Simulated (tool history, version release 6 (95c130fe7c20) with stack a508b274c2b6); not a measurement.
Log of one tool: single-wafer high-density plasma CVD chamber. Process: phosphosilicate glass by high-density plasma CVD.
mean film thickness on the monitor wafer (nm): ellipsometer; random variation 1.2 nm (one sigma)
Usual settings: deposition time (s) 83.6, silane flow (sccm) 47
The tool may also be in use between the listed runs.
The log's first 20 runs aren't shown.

run,hour,deposition time (s),silane flow (sccm),wafers since the last listed run,hours since the silane flow controller was replaced,hours since the gauge calibration,"read-back reference wafer on the same gauge, thickness_nm",mean film thickness on the monitor wafer (nm)
21,1400.4,83.6,47,1686,3639.6,2201.7,449.204,409.186
22,1486.5,83.6,47,1594,3725.7,2287.8,449.005,409.143
23,1568.2,68.4,39,1512,3807.4,2369.5,448.777,278.591
24,1649.7,99.9,41,1509,3888.9,2451,448.961,428.806
25,1702,95,53,968,3941.2,2503.3,448.908,525.325
26,1741.5,77.5,38,731,3980.7,2542.8,449.092,307.865
# hour 1797.6: silane flow controller replaced
27,1833.6,69.8,45,1557,36,2634.9,449.038,321.831
28,1918.9,77.4,41,1579,121.3,2720.2,449.098,325.09
# hour 1941: gauge calibrated
29,1987,83.6,47,1260,189.4,46,448.978,405.369
30,2028.7,69.8,45,772,231.1,87.7,449.224,322.545
31,2094.2,83.6,45,1212,296.6,153.2,449.029,385.919
32,2415,95.1,47,5939,617.4,474,448.665,459.417
33,2488.5,83.6,47,1360,690.9,547.5,449.25,405.041
34,2554.8,99.2,42,1227,757.2,613.8,449.013,429.027
35,2686,95.8,54,2429,888.4,745,449.049,533.098
36,2776.8,72.5,47,1681,979.2,835.8,448.985,350.835
37,2855.8,83.6,47,1462,1058.2,914.8,449.039,405.322
38,2956.9,88.8,52,1871,1159.3,1015.9,449.007,477.086
39,3026.2,83.6,47,1283,1228.6,1085.2,448.965,404.838
40,3104.3,83.6,47,1446,1306.7,1163.3,448.989,407.028
41,3152.6,83.6,47,894,1355,1211.6,449.173,404.571
42,3307.9,75.4,47,2875,1510.3,1366.9,449.15,364.514

3 ways to go on from here, each from the tool as it stands after run 42. What would each give?
A,3308.3,83.6,56,7,1510.7,1367.3,?,?
B,3308.3,78.5,47,7,1510.7,1367.3,?,?
C,3308.3,71.4,42,7,1510.7,1367.3,?,?

run,"read-back reference wafer on the same gauge, thickness_nm",mean film thickness on the monitor wafer (nm)
A,448.83,484.107
B,448.83,381.517
C,448.83,310.095
Without the tool's hidden state the same runs would have given:
run,mean film thickness on the monitor wafer (nm)
A,479.231
B,377.675
C,306.971
